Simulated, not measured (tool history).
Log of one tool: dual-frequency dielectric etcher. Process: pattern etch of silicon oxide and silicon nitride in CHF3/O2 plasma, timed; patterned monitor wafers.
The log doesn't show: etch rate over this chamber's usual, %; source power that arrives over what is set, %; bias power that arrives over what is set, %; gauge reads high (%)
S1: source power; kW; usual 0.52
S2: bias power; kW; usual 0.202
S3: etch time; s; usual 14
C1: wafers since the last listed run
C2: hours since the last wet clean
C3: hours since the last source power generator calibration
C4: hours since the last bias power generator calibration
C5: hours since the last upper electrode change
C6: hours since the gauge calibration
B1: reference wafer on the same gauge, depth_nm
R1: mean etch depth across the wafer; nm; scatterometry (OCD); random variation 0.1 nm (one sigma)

run,hour,S1,S2,S3,C1,C2,C3,C4,C5,C6,B1,R1
1,0,0.52,0.202,14,0,366.1,1597.8,1549.8,5995.1,138.7,22.88,20.54
2,14.5,0.52,0.202,14,202,380.6,1612.3,1564.3,6009.6,153.2,22.85,20.66
3,34.9,0.52,0.202,15.5,285,401,1632.7,1584.7,6030,173.6,22.85,22.79
4,58.4,0.52,0.202,14,328,424.5,1656.2,1608.2,6053.5,197.1,22.83,20.61
5,90.7,0.52,0.202,14,451,456.8,1688.5,1640.5,6085.8,229.4,22.77,20.59
6,182.6,0.52,0.202,14,1285,548.7,1780.4,1732.4,6177.7,321.3,22.7,20.48
7,199.9,0.52,0.202,11,241,566,1797.7,1749.7,6195,338.6,22.68,15.91
8,234.8,0.52,0.202,11,488,600.9,1832.6,1784.6,6229.9,373.5,22.64,16.1
9,253.6,0.52,0.202,11,262,619.7,1851.4,1803.4,6248.7,392.3,22.63,16.1
# hour 253.7: gauge calibrated
10,273.9,0.48,0.202,14,283,640,1871.7,1823.7,6269,20.2,23.02,20.46
11,292.7,0.48,0.202,14,262,658.8,1890.5,1842.5,6287.8,39,23.01,20.29
# hour 328.6: wet clean of the chamber
12,329.1,0.61,0.153,10.5,173,0.5,1926.9,1878.9,6324.2,75.4,22.95,14.27
13,329.4,0.43,0.202,12,4,0.8,1927.2,1879.2,6324.5,75.7,22.93,16.97
14,339.6,0.58,0.202,14,142,11,1937.4,1889.4,6334.7,85.9,22.94,21.17
15,373.9,0.45,0.246,11.5,479,45.3,1971.7,1923.7,6369,120.2,22.91,17.81
# hour 379.4: source power generator calibrated
# hour 410.6: upper electrode replaced
16,411.1,0.52,0.202,14,128,82.5,31.7,1960.9,0.5,157.4,22.85,20.64
17,414,0.52,0.183,18,40,85.4,34.6,1963.8,3.4,160.3,22.87,25.39
18,434.3,0.44,0.202,14,283,105.7,54.9,1984.1,23.7,180.6,22.84,19.93

Forecast run 19:
# hour 452.5: bias power generator calibrated
19,463.8,0.52,0.202,11.5,356,135.2,84.4,11.3,53.2,210.1,?,?

{"run 19": {"B1": 22.84, "R1": 16.84}}
Without the tool's hidden state the same run would have given R1 16.97 nm.
